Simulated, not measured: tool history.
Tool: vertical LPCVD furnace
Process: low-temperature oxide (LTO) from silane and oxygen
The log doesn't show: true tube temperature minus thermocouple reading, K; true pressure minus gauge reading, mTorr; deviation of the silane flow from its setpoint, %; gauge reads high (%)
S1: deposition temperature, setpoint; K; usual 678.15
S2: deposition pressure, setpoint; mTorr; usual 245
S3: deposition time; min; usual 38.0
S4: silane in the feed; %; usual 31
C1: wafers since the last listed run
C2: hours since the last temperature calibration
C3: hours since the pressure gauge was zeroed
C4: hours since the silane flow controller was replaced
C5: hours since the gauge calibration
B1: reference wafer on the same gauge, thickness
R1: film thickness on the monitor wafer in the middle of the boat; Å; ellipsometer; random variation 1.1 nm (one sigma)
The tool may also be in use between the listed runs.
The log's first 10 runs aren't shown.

{"run": 11, "hour": 207.9, "S1": 682.15, "S2": 290, "S3": 38.0, "S4": 31, "C1": 67, "C2": 4.9, "C3": 1924.4, "C4": 2215.3, "C5": 655.8, "B1": 230.3, "R1": 3143.4}
{"run": 12, "hour": 238.3, "S1": 678.15, "S2": 245, "S3": 48.0, "S4": 26, "C1": 466, "C2": 35.3, "C3": 1954.8, "C4": 2245.7, "C5": 686.2, "B1": 230.12, "R1": 2446.1}
{"run": 13, "hour": 311.4, "S1": 678.15, "S2": 245, "S3": 38.0, "S4": 31, "C1": 1121, "C2": 108.4, "C3": 2027.9, "C4": 2318.8, "C5": 759.3, "B1": 230.02, "R1": 2523.5}
{"hour": 341.3, "done": "gauge calibrated"}
{"hour": 355.4, "done": "silane flow controller replaced"}
{"run": 14, "hour": 355.9, "S1": 678.15, "S2": 245, "S3": 38.0, "S4": 31, "C1": 314, "C2": 152.9, "C3": 2072.4, "C4": 0.5, "C5": 14.6, "B1": 229.58, "R1": 2509.1}
{"run": 15, "hour": 360.3, "S1": 669.15, "S2": 230, "S3": 38.0, "S4": 31, "C1": 67, "C2": 157.3, "C3": 2076.8, "C4": 4.9, "C5": 19.0, "B1": 230.05, "R1": 2102.2}
{"run": 16, "hour": 364.7, "S1": 671.15, "S2": 190, "S3": 46.5, "S4": 37, "C1": 67, "C2": 161.7, "C3": 2081.2, "C4": 9.3, "C5": 23.4, "B1": 229.98, "R1": 2768.2}
{"run": 17, "hour": 376.7, "S1": 667.15, "S2": 245, "S3": 26.5, "S4": 31, "C1": 184, "C2": 173.7, "C3": 2093.2, "C4": 21.3, "C5": 35.4, "B1": 230.55, "R1": 1538.0}
{"run": 18, "hour": 407.2, "S1": 686.15, "S2": 245, "S3": 38.0, "S4": 31, "C1": 468, "C2": 204.2, "C3": 2123.7, "C4": 51.8, "C5": 65.9, "B1": 230.1, "R1": 2755.5}
{"run": 19, "hour": 422.8, "S1": 678.15, "S2": 245, "S3": 38.0, "S4": 31, "C1": 239, "C2": 219.8, "C3": 2139.3, "C4": 67.4, "C5": 81.5, "B1": 229.75, "R1": 2495.8}
{"run": 20, "hour": 445.7, "S1": 672.15, "S2": 185, "S3": 25.0, "S4": 26, "C1": 351, "C2": 242.7, "C3": 2162.2, "C4": 90.3, "C5": 104.4, "B1": 229.95, "R1": 878.8}
{"hour": 505.1, "done": "pressure gauge zeroed"}
{"run": 21, "hour": 549.3, "S1": 674.15, "S2": 245, "S3": 38.0, "S4": 31, "C1": 1221, "C2": 346.3, "C3": 44.2, "C4": 193.9, "C5": 208.0, "B1": 229.87, "R1": 2478.5}
{"run": 22, "hour": 584.8, "S1": 678.15, "S2": 270, "S3": 33.5, "S4": 29, "C1": 544, "C2": 381.8, "C3": 79.7, "C4": 229.4, "C5": 243.5, "B1": 230.24, "R1": 2295.2}
{"run": 23, "hour": 613.7, "S1": 678.15, "S2": 245, "S3": 38.0, "S4": 31, "C1": 443, "C2": 410.7, "C3": 108.6, "C4": 258.3, "C5": 272.4, "B1": 229.97, "R1": 2586.4}
{"run": 24, "hour": 633.7, "S1": 678.15, "S2": 245, "S3": 38.0, "S4": 31, "C1": 306, "C2": 430.7, "C3": 128.6, "C4": 278.3, "C5": 292.4, "B1": 230.11, "R1": 2604.8}
{"run": 25, "hour": 657.0, "S1": 668.15, "S2": 230, "S3": 30.0, "S4": 27, "C1": 357, "C2": 454.0, "C3": 151.9, "C4": 301.6, "C5": 315.7, "B1": 229.93, "R1": 1394.6}
{"run": 26, "hour": 682.6, "S1": 690.15, "S2": 245, "S3": 38.0, "S4": 31, "C1": 392, "C2": 479.6, "C3": 177.5, "C4": 327.2, "C5": 341.3, "B1": 229.76, "R1": 2961.3}
{"run": 27, "hour": 700.4, "S1": 678.15, "S2": 245, "S3": 43.0, "S4": 35, "C1": 273, "C2": 497.4, "C3": 195.3, "C4": 345.0, "C5": 359.1, "B1": 229.87, "R1": 3471.3}
{"run": 28, "hour": 734.8, "S1": 682.15, "S2": 245, "S3": 38.0, "S4": 31, "C1": 527, "C2": 531.8, "C3": 229.7, "C4": 379.4, "C5": 393.5, "B1": 229.85, "R1": 2689.5}
{"run": 29, "hour": 767.0, "S1": 678.15, "S2": 220, "S3": 38.0, "S4": 29, "C1": 494, "C2": 564.0, "C3": 261.9, "C4": 411.6, "C5": 425.7, "B1": 229.74, "R1": 2122.3}
{"run": 30, "hour": 798.4, "S1": 678.15, "S2": 215, "S3": 38.0, "S4": 33, "C1": 481, "C2": 595.4, "C3": 293.3, "C4": 443.0, "C5": 457.1, "B1": 230.04, "R1": 2487.0}

Forecast each of these 5 alternatives for the next run:
{"run": "A", "hour": 802.9, "S1": 678.15, "S2": 245, "S3": 46.5, "S4": 31, "C1": 69, "C2": 599.9, "C3": 297.8, "C4": 447.5, "C5": 461.6, "B1": "?", "R1": "?"}
{"run": "B", "hour": 802.9, "S1": 666.15, "S2": 190, "S3": 38.0, "S4": 26, "C1": 69, "C2": 599.9, "C3": 297.8, "C4": 447.5, "C5": 461.6, "B1": "?", "R1": "?"}
{"run": "C", "hour": 802.9, "S1": 678.15, "S2": 270, "S3": 38.0, "S4": 31, "C1": 69, "C2": 599.9, "C3": 297.8, "C4": 447.5, "C5": 461.6, "B1": "?", "R1": "?"}
{"run": "D", "hour": 802.9, "S1": 688.15, "S2": 295, "S3": 26.0, "S4": 31, "C1": 69, "C2": 599.9, "C3": 297.8, "C4": 447.5, "C5": 461.6, "B1": "?", "R1": "?"}
{"run": "E", "hour": 802.9, "S1": 685.15, "S2": 205, "S3": 26.0, "S4": 35, "C1": 69, "C2": 599.9, "C3": 297.8, "C4": 447.5, "C5": 461.6, "B1": "?", "R1": "?"}

run=A B1=229.92 R1=3193.0
run=B B1=229.92 R1=1344.5
run=C B1=229.92 R1=2875.9
run=D B1=229.92 R1=2408.5
run=E B1=229.92 R1=1906.2
Without the tool's hidden state the same runs would have given:
run=A R1=3174.8
run=B R1=1336.5
run=C R1=2859.2
run=D R1=2394.9
run=E R1=1896.6
